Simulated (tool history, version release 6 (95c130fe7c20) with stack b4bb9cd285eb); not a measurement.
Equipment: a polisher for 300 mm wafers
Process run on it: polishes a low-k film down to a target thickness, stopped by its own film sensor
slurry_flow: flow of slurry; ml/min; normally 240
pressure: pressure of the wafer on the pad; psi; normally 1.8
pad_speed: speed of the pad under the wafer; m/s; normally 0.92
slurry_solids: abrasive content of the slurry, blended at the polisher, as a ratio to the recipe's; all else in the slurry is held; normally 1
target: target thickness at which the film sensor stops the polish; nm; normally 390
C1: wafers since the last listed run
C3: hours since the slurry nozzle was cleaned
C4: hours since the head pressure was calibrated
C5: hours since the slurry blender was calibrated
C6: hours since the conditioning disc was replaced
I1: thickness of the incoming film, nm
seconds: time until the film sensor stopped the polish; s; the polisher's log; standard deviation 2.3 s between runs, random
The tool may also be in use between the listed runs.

Run 1, hour 0.0: usual settings but pad_speed 0.72 m/s; C1 0; wafers polished on this pad 978; C3 667.1; C4 196.6; C5 117.2; C6 204.6; I1 440.3. Result: seconds 244.3 s.
Run 2, hour 15.7: usual settings but pad_speed 0.72 m/s; C1 96; wafers polished on this pad 1075; C3 682.8; C4 212.3; C5 132.9; C6 220.3; I1 445.6. Result: seconds 270.1 s.
Run 3, hour 31.8: usual settings but pressure 1.5 psi; C1 98; wafers polished on this pad 1174; C3 698.9; C4 228.4; C5 149.0; C6 236.4; I1 446.0. Result: seconds 268.1 s.
Run 4, hour 40.6: usual settings but pressure 2.0 psi; C1 54; wafers polished on this pad 1228; C3 707.7; C4 237.2; C5 157.8; C6 245.2; I1 448.4. Result: seconds 223.3 s.
Run 5, hour 51.5: usual settings but pressure 2.0 psi; C1 66; wafers polished on this pad 1295; C3 718.6; C4 248.1; C5 168.7; C6 256.1; I1 437.3. Result: seconds 177.5 s.
At hour 62.8: worn pad replaced by a new one.
Run 6, hour 66.8: usual settings but pressure 2.0 psi; C1 69; wafers polished on this pad 24; C3 733.9; C4 263.4; C5 184.0; C6 271.4; I1 442.7. Result: seconds 199.1 s.
At hour 111.2: slurry nozzle cleaned.
Run 7, hour 111.7: usual settings; C1 269; wafers polished on this pad 294; C3 0.5; C4 308.3; C5 228.9; C6 316.3; I1 437.5. Result: seconds 195.9 s.
Run 8, hour 120.2: usual settings; C1 52; wafers polished on this pad 346; C3 9.0; C4 316.8; C5 237.4; C6 324.8; I1 444.0. Result: seconds 229.1 s.
Run 9, hour 156.7: usual settings; C1 224; wafers polished on this pad 570; C3 45.5; C4 353.3; C5 273.9; C6 361.3; I1 434.2. Result: seconds 183.9 s.
Run 10, hour 171.6: usual settings but slurry_flow 305 ml/min; C1 91; wafers polished on this pad 662; C3 60.4; C4 368.2; C5 288.8; C6 376.2; I1 443.8. Result: seconds 219.4 s.
Run 11, hour 178.1: usual settings but target 395 nm; C1 39; wafers polished on this pad 702; C3 66.9; C4 374.7; C5 295.3; C6 382.7; I1 446.4. Result: seconds 213.8 s.
At hour 194.0: head pressure recalibrated.
Run 12, hour 194.4: usual settings; C1 87; wafers polished on this pad 790; C3 83.2; C4 0.4; C5 311.6; C6 399.0; I1 440.2. Result: seconds 213.1 s.
Run 13, hour 202.9: usual settings; C1 52; wafers polished on this pad 842; C3 91.7; C4 8.9; C5 320.1; C6 407.5; I1 434.6. Result: seconds 192.1 s.
Run 14, hour 218.7: usual settings; C1 97; wafers polished on this pad 939; C3 107.5; C4 24.7; C5 335.9; C6 423.3; I1 447.1. Result: seconds 238.6 s.

Expected results for the next run?
At hour 231.5: conditioning disc replaced and pad reconditioned.
At hour 236.3: slurry blender recalibrated.
Run 15, hour 236.8: usual settings but slurry_flow 300 ml/min; C1 86; wafers polished on this pad 1026; C3 125.6; C4 42.8; C5 0.5; C6 5.3; I1 446.6. Result: seconds ?.

Run 15 measured seconds 191.7 s.
Minus the tool's unlogged condition, the same run would have read seconds 184.0 s.
